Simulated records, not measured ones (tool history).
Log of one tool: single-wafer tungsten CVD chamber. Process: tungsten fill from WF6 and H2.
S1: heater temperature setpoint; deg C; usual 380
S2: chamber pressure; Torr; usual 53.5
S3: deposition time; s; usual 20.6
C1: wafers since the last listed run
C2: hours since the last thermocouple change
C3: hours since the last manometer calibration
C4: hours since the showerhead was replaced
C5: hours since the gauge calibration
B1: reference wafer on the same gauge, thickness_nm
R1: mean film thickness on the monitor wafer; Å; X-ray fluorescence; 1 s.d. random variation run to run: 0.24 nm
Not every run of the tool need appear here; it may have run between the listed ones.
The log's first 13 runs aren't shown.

| run | hour | S1 | S2 | S3 | C1 | C2 | C3 | C4 | C5 | B1 | R1 |
|---|---|---|---|---|---|---|---|---|---|---|---|
| 14 | 948.7 | 390 | 53.5 | 20.6 | 4234 | 207.4 | 851.3 | 2697.8 | 1920.2 | 54.422 | 687.75 |
| 15 | 985.3 | 390 | 53.5 | 20.6 | 1636 | 244.0 | 887.9 | 2734.4 | 1956.8 | 54.393 | 693.72 |
| 16 | 1024.4 | 390 | 53.5 | 20.6 | 1748 | 283.1 | 927.0 | 2773.5 | 1995.9 | 54.361 | 693.23 |
| 17 | 1065.5 | 380 | 53.5 | 17.1 | 1837 | 324.2 | 968.1 | 2814.6 | 2037.0 | 54.448 | 463.66 |
|  | 1099.6 | showerhead replaced |
| 18 | 1248.2 | 388 | 64.1 | 19.5 | 7810 | 506.9 | 1150.8 | 148.6 | 2219.7 | 54.386 | 697.18 |
| 19 | 1325.0 | 380 | 53.5 | 24.6 | 3433 | 583.7 | 1227.6 | 225.4 | 2296.5 | 54.506 | 667.02 |
|  | 1359.9 | capacitance manometer re-zeroed and calibrated |
| 20 | 1388.2 | 380 | 57.9 | 20.6 | 2467 | 646.9 | 28.3 | 288.6 | 2359.7 | 54.390 | 581.93 |
| 21 | 1462.2 | 366 | 64.4 | 23.8 | 3308 | 720.9 | 102.3 | 362.6 | 2433.7 | 54.360 | 525.42 |
|  | 1519.5 | gauge calibrated |
| 22 | 1567.0 | 380 | 53.5 | 20.6 | 4685 | 825.7 | 207.1 | 467.4 | 47.5 | 54.407 | 557.23 |
| 23 | 1673.6 | 380 | 64.1 | 17.2 | 4766 | 932.3 | 313.7 | 574.0 | 154.1 | 54.467 | 515.80 |
| 24 | 1730.7 | 384 | 53.5 | 20.6 | 2552 | 989.4 | 370.8 | 631.1 | 211.2 | 54.352 | 604.65 |
| 25 | 1793.4 | 380 | 44.1 | 20.6 | 2803 | 1052.1 | 433.5 | 693.8 | 273.9 | 54.345 | 485.83 |
| 26 | 1900.3 | 380 | 53.5 | 20.6 | 4779 | 1159.0 | 540.4 | 800.7 | 380.8 | 54.416 | 549.90 |
| 27 | 1953.5 | 391 | 47.3 | 23.1 | 2378 | 1212.2 | 593.6 | 853.9 | 434.0 | 54.378 | 724.09 |
| 28 | 2038.0 | 380 | 53.5 | 20.6 | 3777 | 1296.7 | 678.1 | 938.4 | 518.5 | 54.358 | 551.77 |
|  | 2046.9 | thermocouple changed; heater temperature recalibrated |
| 29 | 2107.6 | 375 | 53.5 | 24.1 | 2754 | 60.7 | 747.7 | 1008.0 | 588.1 | 54.485 | 590.25 |
| 30 | 2159.7 | 393 | 66.8 | 23.8 | 2329 | 112.8 | 799.8 | 1060.1 | 640.2 | 54.376 | 972.85 |
| 31 | 2243.1 | 393 | 61.3 | 22.7 | 3728 | 196.2 | 883.2 | 1143.5 | 723.6 | 54.428 | 878.76 |
| 32 | 2308.6 | 380 | 53.5 | 20.6 | 2928 | 261.7 | 948.7 | 1209.0 | 789.1 | 54.385 | 561.19 |
| 33 | 2397.9 | 370 | 57.2 | 23.6 | 3992 | 351.0 | 1038.0 | 1298.3 | 878.4 | 54.373 | 530.95 |

Alternative continuations, all from the tool just after run 33; predict every row:
| A | 2398.3 | 380 | 53.5 | 20.6 | 17 | 351.4 | 1038.4 | 1298.7 | 878.8 | ? | ? |
| B | 2398.3 | 370 | 53.5 | 23.3 | 17 | 351.4 | 1038.4 | 1298.7 | 878.8 | ? | ? |
| C | 2398.3 | 380 | 53.5 | 21.7 | 17 | 351.4 | 1038.4 | 1298.7 | 878.8 | ? | ? |

| run | B1 | R1 |
|---|---|---|
| A | 54.451 | 558.62 |
| B | 54.451 | 506.12 |
| C | 54.451 | 588.58 |
Without the tool's unlogged condition, the same runs would have read:
| run | R1 |
|---|---|
| A | 564.66 |
| B | 511.85 |
| C | 594.94 |

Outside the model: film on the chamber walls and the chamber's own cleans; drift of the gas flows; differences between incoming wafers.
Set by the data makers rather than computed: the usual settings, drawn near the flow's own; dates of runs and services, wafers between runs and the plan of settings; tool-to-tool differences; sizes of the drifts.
